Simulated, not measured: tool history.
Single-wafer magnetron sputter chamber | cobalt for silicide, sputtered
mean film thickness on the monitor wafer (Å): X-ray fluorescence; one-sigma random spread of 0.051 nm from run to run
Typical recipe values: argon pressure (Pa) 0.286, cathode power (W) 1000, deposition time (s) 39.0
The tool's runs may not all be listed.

run    hour  argon pressure (Pa)  cathode power (W)  deposition time (s)  wafers since the last listed run  wafers on the sputter target  hours since the last manometer calibration  hours since the magnet pack was replaced  hours since the gauge calibration  read-back reference wafer on the same gauge, thickness_nm  mean film thickness on the monitor wafer (Å)
  1     0.0                0.286               1000                 33.0                                 0                         10513                                       761.6                                    9317.4                              858.2                                                     23.104                                        181.14
       40.0  -- sputter target and shields replaced
  2    89.7                0.286               1000                 39.0                              2000                          1217                                       851.3                                    9407.1                              947.9                                                     23.104                                        217.90
  3   185.4                0.286               1000                 39.0                              2343                          3561                                       947.0                                    9502.8                             1043.6                                                     23.118                                        217.37
  4   231.9                0.286               1000                 39.0                              1138                          4700                                       993.5                                    9549.3                             1090.1                                                     23.087                                        216.78
  5   297.1                0.286               1000                 34.3                              1596                          6296                                      1058.7                                    9614.5                             1155.3                                                     23.101                                        190.58
  6   357.8                0.286                900                 39.0                              1486                          7783                                      1119.4                                    9675.2                             1216.0                                                     23.096                                        193.78
  7   416.7                0.286               1000                 39.0                              1442                          9226                                      1178.3                                    9734.1                             1274.9                                                     23.098                                        214.21
  8   503.3                0.286               1000                 39.0                              2120                         11346                                      1264.9                                    9820.7                             1361.5                                                     23.097                                        213.26
      594.9  -- sputter target and shields replaced
  9   603.9                0.286               1000                 39.0                              2267                           220                                      1365.5                                    9921.3                             1462.1                                                     23.098                                        216.98
 10   687.2                0.286               1100                 39.0                              2040                          2261                                      1448.8                                   10004.6                             1545.4                                                     23.089                                        239.65
 11   778.9                0.215               1000                 39.0                              2245                          4506                                      1540.5                                   10096.3                             1637.1                                                     23.105                                        220.34
 12   852.7                0.286               1000                 39.0                              1807                          6314                                      1614.3                                   10170.1                             1710.9                                                     23.095                                        216.13
 13   892.4                0.286               1000                 39.0                               972                          7286                                      1654.0                                   10209.8                             1750.6                                                     23.103                                        215.61
 14   949.6                0.286               1000                 39.0                              1400                          8687                                      1711.2                                   10267.0                             1807.8                                                     23.101                                        214.54
 15  1001.9                0.286               1000                 33.0                              1280                          9968                                      1763.5                                   10319.3                             1860.1                                                     23.088                                        181.48
 16  1038.5                0.286               1000                 43.2                               896                         10864                                      1800.1                                   10355.9                             1896.7                                                     23.096                                        236.78
     1054.0  -- sputter target and shields replaced
 17  1081.5                0.286                850                 39.0                               857                           673                                      1843.1                                   10398.9                             1939.7                                                     23.107                                        184.89
 18  1132.7                0.286                900                 39.0                              1253                          1927                                      1894.3                                   10450.1                             1990.9                                                     23.110                                        195.92
 19  1236.4                0.286               1000                 39.0                              2539                          4467                                      1998.0                                   10553.8                             2094.6                                                     23.101                                        216.28
 20  1278.1                0.245               1150                 43.7                              1021                          5488                                      2039.7                                   10595.5                             2136.3                                                     23.101                                        280.42
 21  1361.6                0.286               1000                 39.0                              2045                          7533                                      2123.2                                   10679.0                             2219.8                                                     23.099                                        215.18
     1422.1  -- magnet pack replaced
 22  1435.0                0.371               1100                 36.0                              1601                          9135                                      2196.6                                      12.9                             2293.2                                                     23.094                                        212.59
     1502.9  -- gauge calibrated
 23  1515.8                0.286               1000                 41.1                              1978                         11114                                      2277.4                                      93.7                               12.9                                                     23.092                                        225.05
     1563.5  -- sputter target and shields replaced
 24  1564.0                0.286               1000                 39.0                               984                            11                                      2325.6                                     141.9                               61.1                                                     23.090                                        217.43
 25  1607.8                0.286               1000                 39.0                              1072                          1084                                      2369.4                                     185.7                              104.9                                                     23.103                                        216.57
 26  1656.1                0.391                850                 39.0                              1182                          2267                                      2417.7                                     234.0                              153.2                                                     23.084                                        179.96
     1675.3  -- capacitance manometer re-zeroed and calibrated
 27  1749.5                0.185               1100                 39.0                              2091                          4358                                        74.2                                     327.4                              246.6                                                     23.098                                        243.38
 28  1797.7                0.357                800                 39.0                              1180                          5539                                       122.4                                     375.6                              294.8                                                     23.108                                        171.43
 29  1873.9                0.355               1150                 39.0                              1866                          7405                                       198.6                                     451.8                              371.0                                                     23.101                                        244.38
 30  1959.3                0.286               1000                 34.1                              2091                          9496                                       284.0                                     537.2                              456.4                                                     23.097                                        186.81
     2043.4  -- sputter target and shields replaced
 31  2097.0                0.286                800                 39.0                              3176                          1312                                       421.7                                     674.9                              594.1                                                     23.090                                        173.51
 32  2185.2                0.286               1000                 39.0                              2160                          3472                                       509.9                                     763.1                              682.3                                                     23.113                                        216.82
 33  2244.7                0.286               1050                 39.0                              1457                          4929                                       569.4                                     822.6                              741.8                                                     23.103                                        226.91

List, for all runs, the conditions of the tool that the log does not record:
true argon pressure above the setpoint (%): 0 at every run
gauge reads high (%): 0 at every run
H1: deposition rate above that of a new target (%)
run       H1
  1    -1.83
  2   -0.154
  3   -0.316
  4   -0.451
  5   -0.704
  6    -1.01
  7    -1.36
  8    -1.99
  9   -0.212
 10   -0.285
 11   -0.504
 12   -0.786
 13   -0.976
 14     -1.3
 15    -1.64
 16    -1.91
 17   -0.329
 18   -0.376
 19    -0.61
 20   -0.757
 21    -1.14
 22    -1.58
 23    -2.17
 24  -0.0857
 25   -0.103
 26    -0.16
 27   -0.384
 28   -0.559
 29   -0.918
 30    -1.44
 31    -0.18
 32   -0.329
 33   -0.505
